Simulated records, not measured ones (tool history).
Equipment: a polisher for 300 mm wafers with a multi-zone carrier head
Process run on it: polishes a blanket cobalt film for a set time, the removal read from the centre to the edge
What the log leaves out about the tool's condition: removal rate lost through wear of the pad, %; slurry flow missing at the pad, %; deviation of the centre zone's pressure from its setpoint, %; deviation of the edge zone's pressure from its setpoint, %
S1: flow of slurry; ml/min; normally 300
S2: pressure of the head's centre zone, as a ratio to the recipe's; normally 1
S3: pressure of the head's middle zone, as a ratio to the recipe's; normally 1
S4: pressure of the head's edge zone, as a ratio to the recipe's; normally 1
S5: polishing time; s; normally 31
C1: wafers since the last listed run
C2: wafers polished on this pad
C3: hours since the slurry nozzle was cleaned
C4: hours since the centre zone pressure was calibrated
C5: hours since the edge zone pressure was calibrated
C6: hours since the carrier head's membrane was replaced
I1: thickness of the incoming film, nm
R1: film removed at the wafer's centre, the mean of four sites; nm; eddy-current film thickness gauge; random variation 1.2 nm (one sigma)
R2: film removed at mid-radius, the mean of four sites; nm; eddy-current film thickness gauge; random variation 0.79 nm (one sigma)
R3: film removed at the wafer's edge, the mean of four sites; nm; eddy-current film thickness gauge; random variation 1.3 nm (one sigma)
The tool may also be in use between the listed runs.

Run 1, hour 0: usual settings; C1 0; C2 3517; C3 49.4; C4 1396.7; C5 428.5; C6 1671.8; I1 994.9. Result: R1 110.5 nm, R2 110.8 nm, R3 111.2 nm.
Run 2, hour 30.1: usual settings but S1 265 ml/min, S3 0.93, S4 0.96, S5 35 s; C1 418; C2 3935; C3 79.5; C4 1426.8; C5 458.6; C6 1701.9; I1 970.5. Result: R1 123.9 nm, R2 115.6 nm, R3 120.7 nm.
Run 3, hour 61.8: usual settings but S2 0.93; C1 440; C2 4376; C3 111.2; C4 1458.5; C5 490.3; C6 1733.6; I1 987. Result: R1 104.9 nm, R2 109.7 nm, R3 109.5 nm.
Run 4, hour 104.9: usual settings but S2 1.11, S4 0.91, S5 38 s; C1 599; C2 4976; C3 154.3; C4 1501.6; C5 533.4; C6 1776.7; I1 983.4. Result: R1 145.1 nm, R2 136.3 nm, R3 127.1 nm.
At hour 146.6: worn pad replaced by a new one.
Run 5, hour 175.1: usual settings but S1 330 ml/min, S5 23 s; C1 920; C2 395; C3 224.5; C4 1571.8; C5 603.6; C6 1846.9; I1 983.7. Result: R1 88.9 nm, R2 88.6 nm, R3 87.2 nm.
At hour 191.2: edge zone pressure recalibrated.
At hour 200.8: carrier head's membrane replaced by a new one.
Run 6, hour 221.6: usual settings but S2 1.05, S4 0.94; C1 549; C2 945; C3 271; C4 1618.3; C5 30.4; C6 20.8; I1 981.7. Result: R1 121 nm, R2 116.3 nm, R3 109 nm.
Run 7, hour 246: usual settings but S1 360 ml/min, S3 0.9; C1 339; C2 1284; C3 295.4; C4 1642.7; C5 54.8; C6 45.2; I1 989.5. Result: R1 117.3 nm, R2 105 nm, R3 114.5 nm.
Run 8, hour 291.7: usual settings but S5 39 s; C1 635; C2 1920; C3 341.1; C4 1688.4; C5 100.5; C6 90.9; I1 974.2. Result: R1 142.7 nm, R2 143.6 nm, R3 141.6 nm.
At hour 298.3: centre zone pressure recalibrated.
Run 9, hour 344.9: usual settings but S2 1.09, S4 0.93; C1 712; C2 2632; C3 394.3; C4 46.6; C5 153.7; C6 144.1; I1 990.1. Result: R1 119.4 nm, R2 110.9 nm, R3 105.1 nm.
Run 10, hour 403.6: usual settings but S4 1.1; C1 816; C2 3449; C3 453; C4 105.3; C5 212.4; C6 202.8; I1 983.6. Result: R1 108.2 nm, R2 111.3 nm, R3 112.3 nm.
Run 11, hour 467.4: usual settings but S1 225 ml/min, S2 0.93, S3 0.89; C1 887; C2 4336; C3 516.8; C4 169.1; C5 276.2; C6 266.6; I1 982. Result: R1 101.1 nm, R2 97.2 nm, R3 106.8 nm.
Run 12, hour 504: usual settings but S4 1.06; C1 509; C2 4846; C3 553.4; C4 205.7; C5 312.8; C6 303.2; I1 965.7. Result: R1 109.8 nm, R2 109 nm, R3 113.1 nm.
At hour 547.8: worn pad replaced by a new one.
Run 13, hour 561: usual settings but S1 400 ml/min, S2 1.08, S4 0.91, S5 36 s; C1 737; C2 184; C3 610.4; C4 262.7; C5 369.8; C6 360.2; I1 984.6. Result: R1 147.7 nm, R2 141.8 nm, R3 134.3 nm.
Run 14, hour 613.6: usual settings but S1 350 ml/min, S3 0.91, S4 0.89, S5 40 s; C1 731; C2 915; C3 663; C4 315.3; C5 422.4; C6 412.8; I1 967. Result: R1 149 nm, R2 138.4 nm, R3 142.2 nm.
At hour 635.8: slurry nozzle cleaned.
Run 15, hour 675.5: usual settings but S1 360 ml/min, S3 1.11, S4 1.05, S5 41 s; C1 847; C2 1763; C3 39.7; C4 377.2; C5 484.3; C6 474.7; I1 983.6. Result: R1 151.2 nm, R2 163.6 nm, R3 150.7 nm.
Run 16, hour 705.8: usual settings but S1 250 ml/min; C1 421; C2 2184; C3 70; C4 407.5; C5 514.6; C6 505; I1 984.8. Result: R1 108.9 nm, R2 109.6 nm, R3 107.4 nm.
Run 17, hour 763: usual settings but S1 380 ml/min, S3 0.9, S4 1.11, S5 21 s; C1 795; C2 2980; C3 127.2; C4 464.7; C5 571.8; C6 562.2; I1 968.8. Result: R1 76.2 nm, R2 69.7 nm, R3 78.8 nm.
At hour 785.9: edge zone pressure recalibrated.
Run 18, hour 939: usual settings; C1 2420; C2 5400; C3 303.2; C4 640.7; C5 153.1; C6 738.2; I1 983. Result: R1 108.7 nm, R2 108.2 nm, R3 107.4 nm.
At hour 980.9: worn pad replaced by a new one.
Run 19, hour 992: usual settings; C1 681; C2 154; C3 356.2; C4 693.7; C5 206.1; C6 791.2; I1 986.2. Result: R1 120 nm, R2 120.2 nm, R3 118.5 nm.
Run 20, hour 1032.5: usual settings; C1 563; C2 717; C3 396.7; C4 734.2; C5 246.6; C6 831.7; I1 978.7. Result: R1 115.7 nm, R2 116.5 nm, R3 117 nm.
Run 21, hour 1084.4: usual settings but S5 28 s; C1 721; C2 1439; C3 448.6; C4 786.1; C5 298.5; C6 883.6; I1 977.4. Result: R1 104 nm, R2 103.4 nm, R3 103.1 nm.
Run 22, hour 1128.7: usual settings but S1 215 ml/min, S3 1.03, S4 1.11, S5 41 s; C1 616; C2 2055; C3 492.9; C4 830.4; C5 342.8; C6 927.9; I1 985.1. Result: R1 143.7 nm, R2 147.5 nm, R3 150.8 nm.

Selected run-to-run steps in R1, each split into two signed amounts: the part the tool would show with no hidden state at all (from settings, incoming material and random variation), and the remainder, which goes to the hidden state together with any gauge scatter not common to the measured and the hidden-state-free results:
Run 4 -> 5: S1 300 -> 330, S2 1.11 -> 1, S4 0.91 -> 1, S5 38 -> 23, worn pad replaced by a new one. R1 -56.2 nm: hidden state +13.2, all else -69.4.
Run 15 -> 16: S1 360 -> 250, S3 1.11 -> 1, S4 1.05 -> 1, S5 41 -> 31. R1 -42.3 nm: hidden state +2.6, all else -44.9.
Run 18 -> 19: worn pad replaced by a new one. R1 +11.3 nm: hidden state +11.5, all else -0.2.

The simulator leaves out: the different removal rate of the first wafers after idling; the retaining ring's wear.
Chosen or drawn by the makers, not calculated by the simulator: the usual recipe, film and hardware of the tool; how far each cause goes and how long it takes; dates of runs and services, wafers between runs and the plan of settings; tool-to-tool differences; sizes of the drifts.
